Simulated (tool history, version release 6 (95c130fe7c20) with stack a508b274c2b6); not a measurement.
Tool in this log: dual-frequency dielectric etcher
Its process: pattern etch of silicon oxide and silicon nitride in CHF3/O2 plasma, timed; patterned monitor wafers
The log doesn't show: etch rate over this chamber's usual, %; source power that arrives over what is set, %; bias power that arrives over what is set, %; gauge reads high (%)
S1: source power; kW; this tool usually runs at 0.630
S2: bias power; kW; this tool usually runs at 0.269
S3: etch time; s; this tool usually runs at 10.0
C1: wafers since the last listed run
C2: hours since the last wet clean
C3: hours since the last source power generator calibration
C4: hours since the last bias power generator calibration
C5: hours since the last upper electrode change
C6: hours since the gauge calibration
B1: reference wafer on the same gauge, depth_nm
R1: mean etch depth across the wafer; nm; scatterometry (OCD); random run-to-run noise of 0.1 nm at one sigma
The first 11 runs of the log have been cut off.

{"hour": 172.6, "done": "source power generator calibrated"}
{"hour": 178.0, "done": "upper electrode replaced, of another model than before"}
{"run": 12, "hour": 178.5, "S1": 0.52, "S2": 0.329, "S3": 10.0, "C1": 418, "C2": 553.0, "C3": 5.9, "C4": 2029.7, "C5": 0.5, "C6": 472.6, "B1": 18.41, "R1": 20.01}
{"run": 13, "hour": 178.8, "S1": 0.7, "S2": 0.269, "S3": 8.0, "C1": 5, "C2": 553.3, "C3": 6.2, "C4": 2030.0, "C5": 0.8, "C6": 472.9, "B1": 18.37, "R1": 15.45}
{"run": 14, "hour": 216.6, "S1": 0.56, "S2": 0.293, "S3": 11.5, "C1": 654, "C2": 591.1, "C3": 44.0, "C4": 2067.8, "C5": 38.6, "C6": 510.7, "B1": 18.39, "R1": 21.77}
{"hour": 248.0, "done": "wet clean of the chamber"}
{"run": 15, "hour": 248.5, "S1": 0.55, "S2": 0.304, "S3": 7.0, "C1": 136, "C2": 0.5, "C3": 75.9, "C4": 2099.7, "C5": 70.5, "C6": 542.6, "B1": 18.38, "R1": 14.12}
{"run": 16, "hour": 248.8, "S1": 0.63, "S2": 0.269, "S3": 10.0, "C1": 5, "C2": 0.8, "C3": 76.2, "C4": 2100.0, "C5": 70.8, "C6": 542.9, "B1": 18.42, "R1": 19.49}
{"hour": 286.2, "done": "bias power generator calibrated"}
{"run": 17, "hour": 295.1, "S1": 0.57, "S2": 0.204, "S3": 10.0, "C1": 732, "C2": 47.1, "C3": 122.5, "C4": 8.9, "C5": 117.1, "C6": 589.2, "B1": 18.39, "R1": 15.1}
{"hour": 304.9, "done": "gauge calibrated"}
{"run": 18, "hour": 308.2, "S1": 0.58, "S2": 0.331, "S3": 12.0, "C1": 226, "C2": 60.2, "C3": 135.6, "C4": 22.0, "C5": 130.2, "C6": 3.3, "B1": 18.41, "R1": 25.73}
{"run": 19, "hour": 325.7, "S1": 0.63, "S2": 0.269, "S3": 11.0, "C1": 302, "C2": 77.7, "C3": 153.1, "C4": 39.5, "C5": 147.7, "C6": 20.8, "B1": 18.41, "R1": 21.1}
{"run": 20, "hour": 343.3, "S1": 0.63, "S2": 0.269, "S3": 10.0, "C1": 304, "C2": 95.3, "C3": 170.7, "C4": 57.1, "C5": 165.3, "C6": 38.4, "B1": 18.39, "R1": 19.0}
{"run": 21, "hour": 357.9, "S1": 0.63, "S2": 0.269, "S3": 10.0, "C1": 252, "C2": 109.9, "C3": 185.3, "C4": 71.7, "C5": 179.9, "C6": 53.0, "B1": 18.4, "R1": 19.16}
{"run": 22, "hour": 373.3, "S1": 0.63, "S2": 0.269, "S3": 7.5, "C1": 266, "C2": 125.3, "C3": 200.7, "C4": 87.1, "C5": 195.3, "C6": 68.4, "B1": 18.41, "R1": 14.45}
{"run": 23, "hour": 393.6, "S1": 0.53, "S2": 0.233, "S3": 8.0, "C1": 351, "C2": 145.6, "C3": 221.0, "C4": 107.4, "C5": 215.6, "C6": 88.7, "B1": 18.4, "R1": 13.0}
{"run": 24, "hour": 406.0, "S1": 0.52, "S2": 0.269, "S3": 7.5, "C1": 214, "C2": 158.0, "C3": 233.4, "C4": 119.8, "C5": 228.0, "C6": 101.1, "B1": 18.38, "R1": 13.68}
{"run": 25, "hour": 423.3, "S1": 0.68, "S2": 0.331, "S3": 12.5, "C1": 299, "C2": 175.3, "C3": 250.7, "C4": 137.1, "C5": 245.3, "C6": 118.4, "B1": 18.39, "R1": 28.05}
{"run": 26, "hour": 441.3, "S1": 0.75, "S2": 0.239, "S3": 12.5, "C1": 311, "C2": 193.3, "C3": 268.7, "C4": 155.1, "C5": 263.3, "C6": 136.4, "B1": 18.41, "R1": 23.06}
{"run": 27, "hour": 448.0, "S1": 0.51, "S2": 0.269, "S3": 10.0, "C1": 115, "C2": 200.0, "C3": 275.4, "C4": 161.8, "C5": 270.0, "C6": 143.1, "B1": 18.42, "R1": 17.98}
{"run": 28, "hour": 466.1, "S1": 0.63, "S2": 0.269, "S3": 11.5, "C1": 313, "C2": 218.1, "C3": 293.5, "C4": 179.9, "C5": 288.1, "C6": 161.2, "B1": 18.41, "R1": 21.96}
{"run": 29, "hour": 479.2, "S1": 0.72, "S2": 0.202, "S3": 10.0, "C1": 226, "C2": 231.2, "C3": 306.6, "C4": 193.0, "C5": 301.2, "C6": 174.3, "B1": 18.39, "R1": 15.82}
{"run": 30, "hour": 494.9, "S1": 0.63, "S2": 0.269, "S3": 10.0, "C1": 271, "C2": 246.9, "C3": 322.3, "C4": 208.7, "C5": 316.9, "C6": 190.0, "B1": 18.41, "R1": 18.87}
{"run": 31, "hour": 503.9, "S1": 0.72, "S2": 0.219, "S3": 12.0, "C1": 155, "C2": 255.9, "C3": 331.3, "C4": 217.7, "C5": 325.9, "C6": 199.0, "B1": 18.41, "R1": 20.38}

Below are 3 alternative next runs, each starting from the tool's condition after run 31. Predict each:
{"run": "A", "hour": 504.3, "S1": 0.69, "S2": 0.269, "S3": 10.0, "C1": 6, "C2": 256.3, "C3": 331.7, "C4": 218.1, "C5": 326.3, "C6": 199.4, "B1": "?", "R1": "?"}
{"run": "B", "hour": 504.3, "S1": 0.59, "S2": 0.326, "S3": 8.0, "C1": 6, "C2": 256.3, "C3": 331.7, "C4": 218.1, "C5": 326.3, "C6": 199.4, "B1": "?", "R1": "?"}
{"run": "C", "hour": 504.3, "S1": 0.63, "S2": 0.335, "S3": 8.5, "C1": 6, "C2": 256.3, "C3": 331.7, "C4": 218.1, "C5": 326.3, "C6": 199.4, "B1": "?", "R1": "?"}

run=A B1=18.42 R1=19.52
run=B B1=18.42 R1=16.91
run=C B1=18.42 R1=18.65
With the hidden condition removed and each run's random variation left untouched, the same runs would have given:
run=A R1=19.97
run=B R1=17.30
run=C R1=19.08
